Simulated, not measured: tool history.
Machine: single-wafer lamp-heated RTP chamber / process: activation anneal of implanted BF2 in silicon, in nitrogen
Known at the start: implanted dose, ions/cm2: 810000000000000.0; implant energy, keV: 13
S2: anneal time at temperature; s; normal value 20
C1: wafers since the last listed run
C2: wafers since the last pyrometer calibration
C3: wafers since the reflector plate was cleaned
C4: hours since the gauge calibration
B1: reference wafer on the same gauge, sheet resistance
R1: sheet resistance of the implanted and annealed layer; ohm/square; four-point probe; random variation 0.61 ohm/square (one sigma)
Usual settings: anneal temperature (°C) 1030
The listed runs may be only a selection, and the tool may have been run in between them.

Run 1, day 0: usual settings; C1 0; C2 2370; C3 2370; C4 250.3; B1 203.69. Result: R1 183.28 ohm/square.
At day 2.379: pyrometer window cleaned and pyrometer calibrated.
Run 2, day 2.662: usual settings; C1 996; C2 120; C3 3367; C4 314.2; B1 204.07. Result: R1 182.67 ohm/square.
Run 3, day 4.496: usual settings; C1 784; C2 905; C3 4151; C4 358.2; B1 203.82. Result: R1 182.71 ohm/square.
Run 4, day 7.317: usual settings; C1 1207; C2 2112; C3 5359; C4 425.9; B1 204.29. Result: R1 182.4 ohm/square.
At day 10.138: pyrometer window cleaned and pyrometer calibrated.
Run 5, day 14.433: usual settings; C1 2903; C2 1838; C3 8262; C4 596.7; B1 204.19. Result: R1 182.26 ohm/square.
At day 16.275: reflector plate cleaned.
At day 18.008: gauge calibrated.
Run 6, day 18.104: usual settings; C1 1428; C2 3266; C3 782; C4 2.3; B1 203.97. Result: R1 185.29 ohm/square.
At day 18.654: pyrometer window cleaned and pyrometer calibrated.
Run 7, day 20.254: usual settings; C1 777; C2 684; C3 1560; C4 53.9; B1 204.03. Result: R1 183.47 ohm/square.
Run 8, day 22.817: usual settings but S2 10 s; C1 1096; C2 1781; C3 2656; C4 115.4; B1 204.17. Result: R1 202.49 ohm/square.
Run 9, day 26.2: usual settings but S2 16 s; C1 1448; C2 3229; C3 4104; C4 196.6; B1 204.12. Result: R1 186.21 ohm/square.
At day 28.646: pyrometer window cleaned and pyrometer calibrated.
Run 10, day 30.062: usual settings; C1 1510; C2 605; C3 5615; C4 289.3; B1 204.12. Result: R1 182.24 ohm/square.
Run 11, day 33.492: usual settings but anneal temperature (°C) 1055, S2 15 s; C1 1467; C2 2073; C3 7082; C4 371.6; B1 204.03. Result: R1 167.95 ohm/square.
At day 37.25: pyrometer window cleaned and pyrometer calibrated.
Run 12, day 37.308: usual settings; C1 1490; C2 24; C3 8573; C4 463.2; B1 203.9. Result: R1 179.99 ohm/square.
Run 13, day 39.625: usual settings; C1 991; C2 1015; C3 9565; C4 518.8; B1 203.84. Result: R1 180.99 ohm/square.
At day 40.917: reflector plate cleaned.
Run 14, day 44: usual settings but anneal temperature (°C) 1059; C1 1729; C2 2745; C3 1319; C4 623.8; B1 203.67. Result: R1 162.04 ohm/square.

Here are 4 independent what-if runs from the current tool condition. What would each one return?
Run A, day 44.017: usual settings but anneal temperature (°C) 1017; C1 7; C2 2752; C3 1326; C4 624.2; B1 ?. Result: R1 ?.
Run B, day 44.017: usual settings but anneal temperature (°C) 1020, S2 9 s; C1 7; C2 2752; C3 1326; C4 624.2; B1 ?. Result: R1 ?.
Run C, day 44.017: usual settings but anneal temperature (°C) 1060, S2 25 s; C1 7; C2 2752; C3 1326; C4 624.2; B1 ?. Result: R1 ?.
Run D, day 44.017: usual settings but S2 14 s; C1 7; C2 2752; C3 1326; C4 624.2; B1 ?. Result: R1 ?.

run     B1      R1
  A  203.9  197.83
  B  203.9  220.41
  C  203.9  158.12
  D  203.9  194.61
Take away the tool's hidden state, keep each run's random variation, and the runs would have read:
run      R1
  A  200.82
  B  223.93
  C   159.9
  D  197.59
